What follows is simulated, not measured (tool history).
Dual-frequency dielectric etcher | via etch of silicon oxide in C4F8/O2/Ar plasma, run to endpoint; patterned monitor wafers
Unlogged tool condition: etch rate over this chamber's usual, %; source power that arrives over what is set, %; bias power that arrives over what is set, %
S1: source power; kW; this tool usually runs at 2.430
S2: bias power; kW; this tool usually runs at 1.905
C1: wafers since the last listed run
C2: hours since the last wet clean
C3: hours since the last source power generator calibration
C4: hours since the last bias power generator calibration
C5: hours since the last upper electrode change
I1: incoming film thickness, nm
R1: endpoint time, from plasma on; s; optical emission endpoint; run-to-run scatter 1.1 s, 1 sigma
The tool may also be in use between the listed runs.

run,hour,S1,S2,C1,C2,C3,C4,C5,I1,R1
1,0.0,2.430,1.905,0,257.0,1362.8,1771.5,4423.8,1390.9,241.9
2,48.3,2.430,1.905,386,305.3,1411.1,1819.8,4472.1,1404.8,246.0
3,91.9,2.780,2.277,348,348.9,1454.7,1863.4,4515.7,1421.0,223.7
# hour 181.4: wet clean of the chamber
4,181.9,2.780,2.277,527,0.5,1544.7,1953.4,4605.7,1410.4,221.3
5,195.8,2.870,2.114,111,14.4,1558.6,1967.3,4619.6,1393.3,219.2
6,249.5,2.430,1.905,429,68.1,1612.3,2021.0,4673.3,1410.1,247.6
7,302.4,2.430,1.905,422,121.0,1665.2,2073.9,4726.2,1397.2,244.3
8,345.6,2.430,1.905,345,164.2,1708.4,2117.1,4769.4,1414.4,248.3
9,398.9,2.430,1.905,426,217.5,1761.7,2170.4,4822.7,1413.4,249.2
10,433.9,2.430,1.905,279,252.5,1796.7,2205.4,4857.7,1410.1,245.7
11,459.6,2.430,1.905,205,278.2,1822.4,2231.1,4883.4,1419.7,249.8
# hour 497.4: source power generator calibrated
# hour 548.5: wet clean of the chamber
12,549.0,2.430,1.905,490,0.5,51.6,2320.5,4972.8,1408.4,241.0
# hour 585.8: upper electrode replaced, of another model than before
13,586.3,2.890,1.905,106,37.8,88.9,2357.8,0.5,1411.8,213.4
14,594.9,2.430,1.905,68,46.4,97.5,2366.4,9.1,1390.1,238.6
# hour 740.1: bias power generator calibrated
15,786.4,2.430,2.237,1499,237.9,289.0,46.3,200.6,1415.2,228.6
16,827.8,2.780,2.051,331,279.3,330.4,87.7,242.0,1420.6,216.4
17,873.5,2.870,1.592,365,325.0,376.1,133.4,287.7,1390.7,226.8
18,938.0,2.430,2.093,515,389.5,440.6,197.9,352.2,1390.9,229.4
19,985.7,2.430,1.905,381,437.2,488.3,245.6,399.9,1404.0,243.9
# hour 1027.4: wet clean of the chamber
20,1027.9,3.020,2.227,145,0.5,530.5,287.8,442.1,1401.7,195.2
21,1070.0,2.180,2.082,336,42.6,572.6,329.9,484.2,1411.8,258.4
22,1126.7,2.900,2.210,453,99.3,629.3,386.6,540.9,1403.5,201.2
23,1182.9,1.970,1.517,449,155.5,685.5,442.8,597.1,1407.9,318.6
24,1247.1,2.610,2.298,513,219.7,749.7,507.0,661.3,1405.4,216.2
25,1304.4,2.970,2.038,458,277.0,807.0,564.3,718.6,1409.9,205.9
26,1367.5,2.430,1.905,504,340.1,870.1,627.4,781.7,1410.0,243.3
27,1400.5,2.430,2.027,263,373.1,903.1,660.4,814.7,1409.4,239.4
# hour 1456.2: wet clean of the chamber
28,1456.7,1.870,2.121,257,0.5,959.3,716.6,870.9,1395.4,295.8
29,1459.4,1.910,1.905,21,3.2,962.0,719.3,873.6,1415.7,305.9
30,1490.3,2.430,1.905,247,34.1,992.9,750.2,904.5,1413.0,244.6

Across each entry between runs, compare the hidden state at the last listed run before it with the hidden state at the first listed run after it:
Between runs 3 and 4: wet clean of the chamber (hour 181.4)
  source power that arrives over what is set, %: -4.29 -> -4.51
  what was measured, less what the result would be without the hidden state, R1: +4.5 -> +4.8 s
Between runs 11 and 12: source power generator calibrated (hour 497.4); wet clean of the chamber (hour 548.5)
  source power that arrives over what is set, %: -5.19 -> -0.0765
  what was measured, less what the result would be without the hidden state, R1: +6.2 -> +0.1 s
Between runs 12 and 13: upper electrode replaced, of another model than before (hour 585.8)
  source power that arrives over what is set, %: -0.0765 -> -0.168
  what was measured, less what the result would be without the hidden state, R1: +0.1 -> +0.3 s
Between runs 14 and 15: bias power generator calibrated (hour 740.1)
  source power that arrives over what is set, %: -0.189 -> -0.659
  what was measured, less what the result would be without the hidden state, R1: +0.3 -> +1.2 s
Between runs 19 and 20: wet clean of the chamber (hour 1027.4)
  source power that arrives over what is set, %: -1.15 -> -1.25
  what was measured, less what the result would be without the hidden state, R1: +2.2 -> +1.9 s
Between runs 27 and 28: wet clean of the chamber (hour 1456.2)
  source power that arrives over what is set, %: -2.17 -> -2.31
  what was measured, less what the result would be without the hidden state, R1: +4.0 -> +5.2 s

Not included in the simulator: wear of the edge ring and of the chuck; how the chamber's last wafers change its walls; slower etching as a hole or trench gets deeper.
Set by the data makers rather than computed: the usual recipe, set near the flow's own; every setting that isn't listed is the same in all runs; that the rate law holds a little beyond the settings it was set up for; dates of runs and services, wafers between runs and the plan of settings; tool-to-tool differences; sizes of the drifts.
